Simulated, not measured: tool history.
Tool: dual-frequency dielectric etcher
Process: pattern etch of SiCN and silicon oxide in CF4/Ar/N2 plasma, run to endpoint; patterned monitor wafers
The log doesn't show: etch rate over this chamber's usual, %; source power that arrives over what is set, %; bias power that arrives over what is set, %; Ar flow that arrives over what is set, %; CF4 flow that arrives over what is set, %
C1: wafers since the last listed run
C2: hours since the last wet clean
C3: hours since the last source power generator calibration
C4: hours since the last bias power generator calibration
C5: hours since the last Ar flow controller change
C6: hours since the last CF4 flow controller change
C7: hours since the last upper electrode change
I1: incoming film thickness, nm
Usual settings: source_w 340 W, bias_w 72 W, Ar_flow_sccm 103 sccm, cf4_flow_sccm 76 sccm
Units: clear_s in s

{"run": 1, "hour": 0.0, "source_w": 340, "bias_w": 72, "Ar_flow_sccm": 103, "cf4_flow_sccm": 76, "C1": 0, "C2": 281.9, "C3": 1734.7, "C4": 3909.2, "C5": 2027.3, "C6": 2777.7, "C7": 4500.6, "I1": 17.98, "clear_s": 24.6}
{"run": 2, "hour": 48.7, "source_w": 340, "bias_w": 72, "Ar_flow_sccm": 103, "cf4_flow_sccm": 76, "C1": 1003, "C2": 330.6, "C3": 1783.4, "C4": 3957.9, "C5": 2076, "C6": 2826.4, "C7": 4549.3, "I1": 17.74, "clear_s": 24.4}
{"run": 3, "hour": 77.0, "source_w": 340, "bias_w": 72, "Ar_flow_sccm": 103, "cf4_flow_sccm": 76, "C1": 583, "C2": 358.9, "C3": 1811.7, "C4": 3986.2, "C5": 2104.3, "C6": 2854.7, "C7": 4577.6, "I1": 17.75, "clear_s": 24.3}
{"run": 4, "hour": 142.6, "source_w": 340, "bias_w": 72, "Ar_flow_sccm": 103, "cf4_flow_sccm": 76, "C1": 1351, "C2": 424.5, "C3": 1877.3, "C4": 4051.8, "C5": 2169.9, "C6": 2920.3, "C7": 4643.2, "I1": 17.86, "clear_s": 24.5}
{"run": 5, "hour": 175.9, "source_w": 340, "bias_w": 72, "Ar_flow_sccm": 103, "cf4_flow_sccm": 76, "C1": 686, "C2": 457.8, "C3": 1910.6, "C4": 4085.1, "C5": 2203.2, "C6": 2953.6, "C7": 4676.5, "I1": 17.76, "clear_s": 24}
{"run": 6, "hour": 205.1, "source_w": 370, "bias_w": 72, "Ar_flow_sccm": 103, "cf4_flow_sccm": 76, "C1": 601, "C2": 487, "C3": 1939.8, "C4": 4114.3, "C5": 2232.4, "C6": 2982.8, "C7": 4705.7, "I1": 17.7, "clear_s": 22.6}
{"run": 7, "hour": 235.3, "source_w": 370, "bias_w": 72, "Ar_flow_sccm": 103, "cf4_flow_sccm": 76, "C1": 622, "C2": 517.2, "C3": 1970, "C4": 4144.5, "C5": 2262.6, "C6": 3013, "C7": 4735.9, "I1": 17.87, "clear_s": 22.8}
{"hour": 241.3, "done": "bias power generator calibrated"}
{"hour": 310.0, "done": "wet clean of the chamber"}
{"run": 8, "hour": 310.5, "source_w": 370, "bias_w": 72, "Ar_flow_sccm": 103, "cf4_flow_sccm": 76, "C1": 972, "C2": 0.5, "C3": 2045.2, "C4": 69.2, "C5": 2337.8, "C6": 3088.2, "C7": 4811.1, "I1": 17.9, "clear_s": 23.5}
{"run": 9, "hour": 342.2, "source_w": 340, "bias_w": 72, "Ar_flow_sccm": 103, "cf4_flow_sccm": 76, "C1": 653, "C2": 32.2, "C3": 2076.9, "C4": 100.9, "C5": 2369.5, "C6": 3119.9, "C7": 4842.8, "I1": 17.8, "clear_s": 24.9}
{"run": 10, "hour": 374.7, "source_w": 420, "bias_w": 72, "Ar_flow_sccm": 103, "cf4_flow_sccm": 76, "C1": 669, "C2": 64.7, "C3": 2109.4, "C4": 133.4, "C5": 2402, "C6": 3152.4, "C7": 4875.3, "I1": 17.92, "clear_s": 21.2}
{"hour": 406.0, "done": "CF4 flow controller replaced"}
{"run": 11, "hour": 481.4, "source_w": 340, "bias_w": 72, "Ar_flow_sccm": 128, "cf4_flow_sccm": 76, "C1": 2074, "C2": 171.4, "C3": 2216.1, "C4": 240.1, "C5": 2508.7, "C6": 75.4, "C7": 4982, "I1": 17.82, "clear_s": 25.8}
{"hour": 512.6, "done": "upper electrode replaced"}
{"run": 12, "hour": 513.1, "source_w": 310, "bias_w": 61, "Ar_flow_sccm": 103, "cf4_flow_sccm": 76, "C1": 158, "C2": 203.1, "C3": 2247.8, "C4": 271.8, "C5": 2540.4, "C6": 107.1, "C7": 0.5, "I1": 17.8, "clear_s": 27.6}
{"run": 13, "hour": 578.0, "source_w": 370, "bias_w": 72, "Ar_flow_sccm": 103, "cf4_flow_sccm": 76, "C1": 1337, "C2": 268, "C3": 2312.7, "C4": 336.7, "C5": 2605.3, "C6": 172, "C7": 65.4, "I1": 17.93, "clear_s": 23.1}
{"run": 14, "hour": 614.5, "source_w": 300, "bias_w": 82, "Ar_flow_sccm": 126, "cf4_flow_sccm": 76, "C1": 752, "C2": 304.5, "C3": 2349.2, "C4": 373.2, "C5": 2641.8, "C6": 208.5, "C7": 101.9, "I1": 17.71, "clear_s": 26.9}
{"run": 15, "hour": 671.3, "source_w": 340, "bias_w": 65, "Ar_flow_sccm": 103, "cf4_flow_sccm": 63, "C1": 1170, "C2": 361.3, "C3": 2406, "C4": 430, "C5": 2698.6, "C6": 265.3, "C7": 158.7, "I1": 17.86, "clear_s": 25.9}
{"run": 16, "hour": 708.7, "source_w": 340, "bias_w": 72, "Ar_flow_sccm": 103, "cf4_flow_sccm": 76, "C1": 770, "C2": 398.7, "C3": 2443.4, "C4": 467.4, "C5": 2736, "C6": 302.7, "C7": 196.1, "I1": 17.99, "clear_s": 24.5}
{"hour": 732.3, "done": "source power generator calibrated"}
{"hour": 781.5, "done": "Ar flow controller replaced"}
{"hour": 782.1, "done": "wet clean of the chamber"}
{"run": 17, "hour": 782.6, "source_w": 290, "bias_w": 72, "Ar_flow_sccm": 103, "cf4_flow_sccm": 76, "C1": 1303, "C2": 0.5, "C3": 50.3, "C4": 541.3, "C5": 1.1, "C6": 376.6, "C7": 270, "I1": 17.75, "clear_s": 27}
{"run": 18, "hour": 787.7, "source_w": 340, "bias_w": 84, "Ar_flow_sccm": 114, "cf4_flow_sccm": 76, "C1": 105, "C2": 5.6, "C3": 55.4, "C4": 546.4, "C5": 6.2, "C6": 381.7, "C7": 275.1, "I1": 17.79, "clear_s": 23.5}
{"run": 19, "hour": 813.8, "source_w": 340, "bias_w": 87, "Ar_flow_sccm": 123, "cf4_flow_sccm": 87, "C1": 537, "C2": 31.7, "C3": 81.5, "C4": 572.5, "C5": 32.3, "C6": 407.8, "C7": 301.2, "I1": 17.85, "clear_s": 23.1}
{"run": 20, "hour": 884.4, "source_w": 340, "bias_w": 60, "Ar_flow_sccm": 127, "cf4_flow_sccm": 68, "C1": 1454, "C2": 102.3, "C3": 152.1, "C4": 643.1, "C5": 102.9, "C6": 478.4, "C7": 371.8, "I1": 17.71, "clear_s": 26}
{"run": 21, "hour": 938.1, "source_w": 340, "bias_w": 72, "Ar_flow_sccm": 103, "cf4_flow_sccm": 76, "C1": 1106, "C2": 156, "C3": 205.8, "C4": 696.8, "C5": 156.6, "C6": 532.1, "C7": 425.5, "I1": 17.67, "clear_s": 23.6}
{"run": 22, "hour": 988.1, "source_w": 340, "bias_w": 80, "Ar_flow_sccm": 120, "cf4_flow_sccm": 59, "C1": 1030, "C2": 206, "C3": 255.8, "C4": 746.8, "C5": 206.6, "C6": 582.1, "C7": 475.5, "I1": 17.88, "clear_s": 24.6}
{"run": 23, "hour": 1040.3, "source_w": 340, "bias_w": 56, "Ar_flow_sccm": 123, "cf4_flow_sccm": 76, "C1": 1075, "C2": 258.2, "C3": 308, "C4": 799, "C5": 258.8, "C6": 634.3, "C7": 527.7, "I1": 17.91, "clear_s": 25.9}

Forecast each of these 5 alternatives for the next run:
{"run": "A", "hour": 1040.7, "source_w": 260, "bias_w": 72, "Ar_flow_sccm": 103, "cf4_flow_sccm": 76, "C1": 8, "C2": 258.6, "C3": 308.4, "C4": 799.4, "C5": 259.2, "C6": 634.7, "C7": 528.1, "I1": 17.78, "clear_s": "?"}
{"run": "B", "hour": 1040.7, "source_w": 340, "bias_w": 63, "Ar_flow_sccm": 122, "cf4_flow_sccm": 76, "C1": 8, "C2": 258.6, "C3": 308.4, "C4": 799.4, "C5": 259.2, "C6": 634.7, "C7": 528.1, "I1": 17.78, "clear_s": "?"}
{"run": "C", "hour": 1040.7, "source_w": 370, "bias_w": 72, "Ar_flow_sccm": 93, "cf4_flow_sccm": 76, "C1": 8, "C2": 258.6, "C3": 308.4, "C4": 799.4, "C5": 259.2, "C6": 634.7, "C7": 528.1, "I1": 17.78, "clear_s": "?"}
{"run": "D", "hour": 1040.7, "source_w": 280, "bias_w": 54, "Ar_flow_sccm": 115, "cf4_flow_sccm": 60, "C1": 8, "C2": 258.6, "C3": 308.4, "C4": 799.4, "C5": 259.2, "C6": 634.7, "C7": 528.1, "I1": 17.78, "clear_s": "?"}
{"run": "E", "hour": 1040.7, "source_w": 290, "bias_w": 90, "Ar_flow_sccm": 125, "cf4_flow_sccm": 67, "C1": 8, "C2": 258.6, "C3": 308.4, "C4": 799.4, "C5": 259.2, "C6": 634.7, "C7": 528.1, "I1": 17.78, "clear_s": "?"}

run=A clear_s=28.8
run=B clear_s=24.9
run=C clear_s=21.4
run=D clear_s=30.8
run=E clear_s=26.3
Without the tool's hidden state the same runs would have given:
run=A clear_s=29.5
run=B clear_s=25.5
run=C clear_s=22
run=D clear_s=31.6
run=E clear_s=27

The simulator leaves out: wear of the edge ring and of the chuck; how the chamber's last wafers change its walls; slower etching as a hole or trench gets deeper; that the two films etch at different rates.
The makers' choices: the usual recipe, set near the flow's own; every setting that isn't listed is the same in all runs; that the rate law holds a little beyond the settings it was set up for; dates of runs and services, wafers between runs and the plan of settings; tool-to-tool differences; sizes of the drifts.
